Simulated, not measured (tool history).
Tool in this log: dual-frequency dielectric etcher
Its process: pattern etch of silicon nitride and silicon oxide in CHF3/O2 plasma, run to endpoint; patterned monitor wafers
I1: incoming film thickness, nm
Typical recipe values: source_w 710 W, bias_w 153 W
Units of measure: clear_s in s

Run 1, hour 0: usual settings but bias_w 145 W; I1 317.2. Result: clear_s 220.9 s.
Run 2, hour 33.7: usual settings but bias_w 145 W; I1 317.8. Result: clear_s 221.5 s.
Run 3, hour 60.1: usual settings but bias_w 145 W; I1 318.7. Result: clear_s 221.8 s.
Run 4, hour 80.6: usual settings; I1 314.8. Result: clear_s 213.8 s.
Run 5, hour 116.6: usual settings; I1 314.3. Result: clear_s 213.5 s.
Run 6, hour 158.5: usual settings; I1 318.2. Result: clear_s 215.8 s.
At hour 195.5: wet clean of the chamber.
Run 7, hour 196: usual settings; I1 319.4. Result: clear_s 219.4 s.
Run 8, hour 209.1: usual settings; I1 313.4. Result: clear_s 215.2 s.
Run 9, hour 230.3: usual settings; I1 315.6. Result: clear_s 216.7 s.
At hour 240.7: source power generator calibrated.
Run 10, hour 260.1: usual settings but source_w 760 W; I1 314. Result: clear_s 210.1 s.
Run 11, hour 272.2: usual settings but source_w 760 W; I1 317. Result: clear_s 212.4 s.
Run 12, hour 288.6: usual settings but source_w 760 W; I1 315.1. Result: clear_s 210.9 s.
Run 13, hour 307: usual settings but bias_w 190 W; I1 313. Result: clear_s 196 s.
Run 14, hour 329.6: usual settings but source_w 600 W, bias_w 138 W; I1 315.6. Result: clear_s 239 s.
At hour 367.4: bias power generator calibrated.
Run 15, hour 407.4: usual settings; I1 313.7. Result: clear_s 213.7 s.
Run 16, hour 432.5: usual settings; I1 317.3. Result: clear_s 215.5 s.
Run 17, hour 466.5: usual settings but bias_w 145 W; I1 315.9. Result: clear_s 219.4 s.
At hour 506.3: upper electrode replaced.
Run 18, hour 506.8: usual settings but bias_w 145 W; I1 316.4. Result: clear_s 220.8 s.
Run 19, hour 507.2: usual settings but source_w 790 W; I1 317.8. Result: clear_s 208.6 s.
Run 20, hour 520.2: usual settings but source_w 810 W; I1 312.5. Result: clear_s 203.3 s.
Run 21, hour 538.1: usual settings but bias_w 164 W; I1 315.6. Result: clear_s 208.7 s.
Run 22, hour 563.5: usual settings but source_w 770 W, bias_w 173 W; I1 315.1. Result: clear_s 196.9 s.
Run 23, hour 592.4: usual settings but bias_w 185 W; I1 319.9. Result: clear_s 201.6 s.
Run 24, hour 620.1: usual settings but source_w 780 W, bias_w 139 W; I1 318.4. Result: clear_s 217.9 s.
At hour 647.3: wet clean of the chamber.
Run 25, hour 647.8: usual settings but source_w 890 W, bias_w 123 W; I1 315.8. Result: clear_s 219.6 s.

Branching from run 25: 4 alternative next runs. What would each branch give?
Run A, hour 648.3: usual settings but source_w 590 W; I1 318.9. Result: clear_s ?.
Run B, hour 648.3: usual settings but source_w 630 W, bias_w 185 W; I1 318.9. Result: clear_s ?.
Run C, hour 648.3: usual settings but source_w 550 W; I1 318.9. Result: clear_s ?.
Run D, hour 648.3: usual settings but source_w 650 W, bias_w 177 W; I1 318.9. Result: clear_s ?.

run  clear_s
  A    232.8
  B    210.9
  C      238
  D    212.7
With no hidden state in the tool, these same runs would have given:
run  clear_s
  A    233.1
  B    211.2
  C    238.3
  D    212.9

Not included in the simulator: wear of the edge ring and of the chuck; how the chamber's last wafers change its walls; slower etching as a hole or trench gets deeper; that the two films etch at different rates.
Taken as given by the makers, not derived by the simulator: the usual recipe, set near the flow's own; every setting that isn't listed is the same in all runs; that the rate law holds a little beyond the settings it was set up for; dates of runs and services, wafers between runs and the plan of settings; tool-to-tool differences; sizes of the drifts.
